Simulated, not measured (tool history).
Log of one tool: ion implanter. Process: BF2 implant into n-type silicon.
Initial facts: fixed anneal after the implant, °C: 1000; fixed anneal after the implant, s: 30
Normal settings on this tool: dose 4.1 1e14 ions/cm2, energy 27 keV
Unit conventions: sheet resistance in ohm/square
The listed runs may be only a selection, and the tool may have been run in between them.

run,hour,dose,energy,wafers since the last listed run,hours since the last dose calibration,hours since the extraction supply was calibrated,hours since the gauge calibration,"read-back reference wafer on the same gauge, sheet resistance",sheet resistance
1,0,3.28,27,0,1257.1,6551.5,166.1,241.3,320.99
2,46.2,3.28,27,487,1303.3,6597.7,212.3,241.46,321.39
3,81,3.28,27,367,1338.1,6632.5,247.1,241.17,321.44
4,127.2,4.1,27,487,1384.3,6678.7,293.3,241.01,264.81
5,285.2,4.1,27,1667,1542.3,6836.7,451.3,240.57,266.33
6,313.9,4.62,19.5,302,1571,6865.4,480,240.91,256.72
# hour 333.7: extraction supply calibrated
7,368.5,4.62,19.5,491,1625.6,34.8,534.6,241.3,254.65
8,434.7,4.1,32,698,1691.8,101,600.8,240.65,262.52
9,482.3,3.44,33.5,502,1739.4,148.6,648.4,240.98,302.37
# hour 495.7: Faraday cup replaced and dose calibrated
10,517,5.1,18.5,281,21.3,183.3,683.1,240.71,243.17
11,554.7,4.53,24.5,397,59,221,720.8,241.03,247.43
# hour 570.9: gauge calibrated
12,607.3,4.1,27,555,111.6,273.6,36.4,240.68,264.43
13,672.8,4.1,27,691,177.1,339.1,101.9,241.09,265.75
14,718.8,5.28,27,485,223.1,385.1,147.9,241.16,218.81

4 options for the next run, each taken on its own from the tool as it stands now. Forecast them:
A,719.2,3.65,27,4,223.5,385.5,148.3,?,?
B,719.2,4.1,18,4,223.5,385.5,148.3,?,?
C,719.2,3.35,22,4,223.5,385.5,148.3,?,?
D,719.2,5.18,32,4,223.5,385.5,148.3,?,?

run,"read-back reference wafer on the same gauge, sheet resistance",sheet resistance
A,241.15,292.88
B,241.15,282.26
C,241.15,320.95
D,241.15,215.02
With no hidden state in the tool, these same runs would have given:
run,sheet resistance
A,292.88
B,282.26
C,320.95
D,215.02

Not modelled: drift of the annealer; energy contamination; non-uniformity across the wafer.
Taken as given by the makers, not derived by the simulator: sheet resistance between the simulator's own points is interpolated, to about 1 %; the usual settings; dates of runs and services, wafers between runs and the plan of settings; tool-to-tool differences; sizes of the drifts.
